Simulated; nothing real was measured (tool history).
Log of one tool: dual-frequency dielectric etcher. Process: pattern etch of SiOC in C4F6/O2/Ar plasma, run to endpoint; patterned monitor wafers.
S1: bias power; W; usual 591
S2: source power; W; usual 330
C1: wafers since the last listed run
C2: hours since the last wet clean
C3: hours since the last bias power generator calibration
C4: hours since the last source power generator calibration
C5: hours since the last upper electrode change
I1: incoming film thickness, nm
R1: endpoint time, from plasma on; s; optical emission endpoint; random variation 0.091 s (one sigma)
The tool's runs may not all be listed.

run,hour,S1,S2,C1,C2,C3,C4,C5,I1,R1
1,0,591,330,0,85.7,1985.6,2153.6,3930,51,17.6
2,22.3,591,330,349,108,2007.9,2175.9,3952.3,51.4,17.7
3,56.1,591,330,529,141.8,2041.7,2209.7,3986.1,51.2,17.7
4,75.2,591,330,299,160.9,2060.8,2228.8,4005.2,51.4,17.7
5,91.8,591,290,260,177.5,2077.4,2245.4,4021.8,51.7,18.6
6,111.7,591,290,311,197.4,2097.3,2265.3,4041.7,51.2,18.4
7,144.2,591,290,509,229.9,2129.8,2297.8,4074.2,51.5,18.4
8,165.8,591,330,338,251.5,2151.4,2319.4,4095.8,51.7,18.1
# hour 269.3: wet clean of the chamber
9,269.8,591,330,1253,0.5,2255.4,2423.4,4199.8,51,17.6
10,280.5,591,330,167,11.2,2266.1,2434.1,4210.5,51.8,17.8
11,310.1,591,330,463,40.8,2295.7,2463.7,4240.1,50.9,17.5
12,346.6,477,330,571,77.3,2332.2,2500.2,4276.6,51.7,19.3
13,450,727,390,1620,180.7,2435.6,2603.6,4380,51.1,16
14,465.9,666,300,249,196.6,2451.5,2619.5,4395.9,51.3,17.5
# hour 495.7: upper electrode replaced
15,496.2,591,330,98,226.9,2481.8,2649.8,0.5,50.9,17.8
16,496.5,591,330,4,227.2,2482.1,2650.1,0.8,51.3,18
17,516.6,688,260,314,247.3,2502.2,2670.2,20.9,51.6,18.2
# hour 539.3: source power generator calibrated
# hour 555.8: bias power generator calibrated
18,586.9,640,270,976,317.6,31.1,47.6,91.2,51.3,18.1
19,609.2,591,330,349,339.9,53.4,69.9,113.5,51.7,18.1
20,633.3,591,330,377,364,77.5,94,137.6,51.4,18
# hour 672.3: wet clean of the chamber
21,672.8,591,330,242,0.5,117,133.5,177.1,50.8,17.3
22,681.5,500,360,136,9.2,125.7,142.2,185.8,51.6,18.2
23,714,626,330,509,41.7,158.2,174.7,218.3,51,17.2
24,731.2,505,330,269,58.9,175.4,191.9,235.5,51.8,18.7
25,767,521,380,560,94.7,211.2,227.7,271.3,51.7,18
26,785.5,445,330,289,113.2,229.7,246.2,289.8,51.7,19.5
27,816.3,733,310,482,144,260.5,277,320.6,51.7,16.9
28,850.3,695,250,532,178,294.5,311,354.6,51.8,18
29,881.1,689,330,482,208.8,325.3,341.8,385.4,51.1,16.9
30,902.1,534,360,329,229.8,346.3,362.8,406.4,51,17.8
31,931.7,682,360,463,259.4,375.9,392.4,436,52.1,16.9
32,952.9,482,370,332,280.6,397.1,413.6,457.2,51.7,18.6
33,976.4,454,290,368,304.1,420.6,437.1,480.7,51.8,20.2
34,1006,705,270,463,333.7,450.2,466.7,510.3,51.4,17.8
35,1028.1,465,360,346,355.8,472.3,488.8,532.4,51.6,19

Forecast each of these 4 alternatives for the next run:
A,1028.5,591,330,6,356.2,472.7,489.2,532.8,51.1,?
B,1028.5,591,270,6,356.2,472.7,489.2,532.8,51.1,?
C,1028.5,722,260,6,356.2,472.7,489.2,532.8,51.1,?
D,1028.5,728,360,6,356.2,472.7,489.2,532.8,51.1,?

run,R1
A,18.1
B,18.9
C,17.8
D,16.5
Without the tool's hidden state the same runs would have given:
run,R1
A,17.8
B,18.6
C,17.5
D,16.3
